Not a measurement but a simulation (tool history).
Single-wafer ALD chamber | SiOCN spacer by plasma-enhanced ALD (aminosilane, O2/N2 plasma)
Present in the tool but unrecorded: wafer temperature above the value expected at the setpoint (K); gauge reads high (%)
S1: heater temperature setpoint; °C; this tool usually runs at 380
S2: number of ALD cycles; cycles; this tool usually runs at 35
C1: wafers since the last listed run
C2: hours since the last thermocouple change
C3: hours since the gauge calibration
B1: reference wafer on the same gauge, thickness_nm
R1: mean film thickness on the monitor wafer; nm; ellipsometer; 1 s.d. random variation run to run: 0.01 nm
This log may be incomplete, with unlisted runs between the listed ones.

{"run": 1, "hour": 0.0, "S1": 380, "S2": 35, "C1": 0, "C2": 714.9, "C3": 418.0, "B1": 2.114, "R1": 2.098}
{"run": 2, "hour": 25.8, "S1": 380, "S2": 35, "C1": 165, "C2": 740.7, "C3": 443.8, "B1": 2.112, "R1": 2.085}
{"run": 3, "hour": 53.6, "S1": 380, "S2": 35, "C1": 178, "C2": 768.5, "C3": 471.6, "B1": 2.109, "R1": 2.1}
{"run": 4, "hour": 72.2, "S1": 380, "S2": 35, "C1": 119, "C2": 787.1, "C3": 490.2, "B1": 2.106, "R1": 2.1}
{"run": 5, "hour": 103.0, "S1": 380, "S2": 35, "C1": 198, "C2": 817.9, "C3": 521.0, "B1": 2.108, "R1": 2.088}
{"run": 6, "hour": 130.1, "S1": 380, "S2": 33, "C1": 174, "C2": 845.0, "C3": 548.1, "B1": 2.111, "R1": 1.986}
{"run": 7, "hour": 159.2, "S1": 380, "S2": 40, "C1": 187, "C2": 874.1, "C3": 577.2, "B1": 2.11, "R1": 2.394}
{"run": 8, "hour": 193.1, "S1": 380, "S2": 40, "C1": 218, "C2": 908.0, "C3": 611.1, "B1": 2.108, "R1": 2.388}
{"run": 9, "hour": 225.0, "S1": 380, "S2": 40, "C1": 205, "C2": 939.9, "C3": 643.0, "B1": 2.108, "R1": 2.381}
{"run": 10, "hour": 304.8, "S1": 390, "S2": 32, "C1": 513, "C2": 1019.7, "C3": 722.8, "B1": 2.107, "R1": 1.909}
{"run": 11, "hour": 320.3, "S1": 390, "S2": 32, "C1": 99, "C2": 1035.2, "C3": 738.3, "B1": 2.106, "R1": 1.931}
{"hour": 328.8, "done": "gauge calibrated"}
{"run": 12, "hour": 348.5, "S1": 390, "S2": 32, "C1": 181, "C2": 1063.4, "C3": 19.7, "B1": 2.115, "R1": 1.921}
{"hour": 377.3, "done": "thermocouple changed; heater temperature recalibrated"}
{"run": 13, "hour": 386.6, "S1": 389, "S2": 35, "C1": 193, "C2": 9.3, "C3": 57.8, "B1": 2.11, "R1": 2.092}
{"run": 14, "hour": 403.6, "S1": 374, "S2": 40, "C1": 109, "C2": 26.3, "C3": 74.8, "B1": 2.111, "R1": 2.398}
{"run": 15, "hour": 428.2, "S1": 367, "S2": 29, "C1": 158, "C2": 50.9, "C3": 99.4, "B1": 2.111, "R1": 1.735}
{"run": 16, "hour": 460.3, "S1": 387, "S2": 32, "C1": 206, "C2": 83.0, "C3": 131.5, "B1": 2.113, "R1": 1.927}
{"run": 17, "hour": 482.8, "S1": 380, "S2": 35, "C1": 144, "C2": 105.5, "C3": 154.0, "B1": 2.106, "R1": 2.084}
{"run": 18, "hour": 503.8, "S1": 387, "S2": 40, "C1": 135, "C2": 126.5, "C3": 175.0, "B1": 2.11, "R1": 2.375}
{"run": 19, "hour": 534.4, "S1": 385, "S2": 39, "C1": 196, "C2": 157.1, "C3": 205.6, "B1": 2.109, "R1": 2.343}
{"run": 20, "hour": 556.4, "S1": 380, "S2": 35, "C1": 141, "C2": 179.1, "C3": 227.6, "B1": 2.109, "R1": 2.086}
{"run": 21, "hour": 575.8, "S1": 367, "S2": 29, "C1": 124, "C2": 198.5, "C3": 247.0, "B1": 2.116, "R1": 1.722}
{"run": 22, "hour": 600.2, "S1": 380, "S2": 35, "C1": 156, "C2": 222.9, "C3": 271.4, "B1": 2.111, "R1": 2.102}
{"run": 23, "hour": 637.9, "S1": 375, "S2": 37, "C1": 242, "C2": 260.6, "C3": 309.1, "B1": 2.108, "R1": 2.199}
{"run": 24, "hour": 659.2, "S1": 369, "S2": 40, "C1": 137, "C2": 281.9, "C3": 330.4, "B1": 2.11, "R1": 2.406}
{"run": 25, "hour": 676.8, "S1": 368, "S2": 41, "C1": 113, "C2": 299.5, "C3": 348.0, "B1": 2.109, "R1": 2.447}

What if the next run were any one of these 4? Each begins from the tool's condition after run 25:
{"run": "A", "hour": 677.3, "S1": 373, "S2": 35, "C1": 3, "C2": 300.0, "C3": 348.5, "B1": "?", "R1": "?"}
{"run": "B", "hour": 677.3, "S1": 380, "S2": 41, "C1": 3, "C2": 300.0, "C3": 348.5, "B1": "?", "R1": "?"}
{"run": "C", "hour": 677.3, "S1": 368, "S2": 35, "C1": 3, "C2": 300.0, "C3": 348.5, "B1": "?", "R1": "?"}
{"run": "D", "hour": 677.3, "S1": 369, "S2": 33, "C1": 3, "C2": 300.0, "C3": 348.5, "B1": "?", "R1": "?"}

run=A B1=2.107 R1=2.085
run=B B1=2.107 R1=2.443
run=C B1=2.107 R1=2.085
run=D B1=2.107 R1=1.966
With no hidden state in the tool, these same runs would have given:
run=A R1=2.085
run=B R1=2.443
run=C R1=2.085
run=D R1=1.966
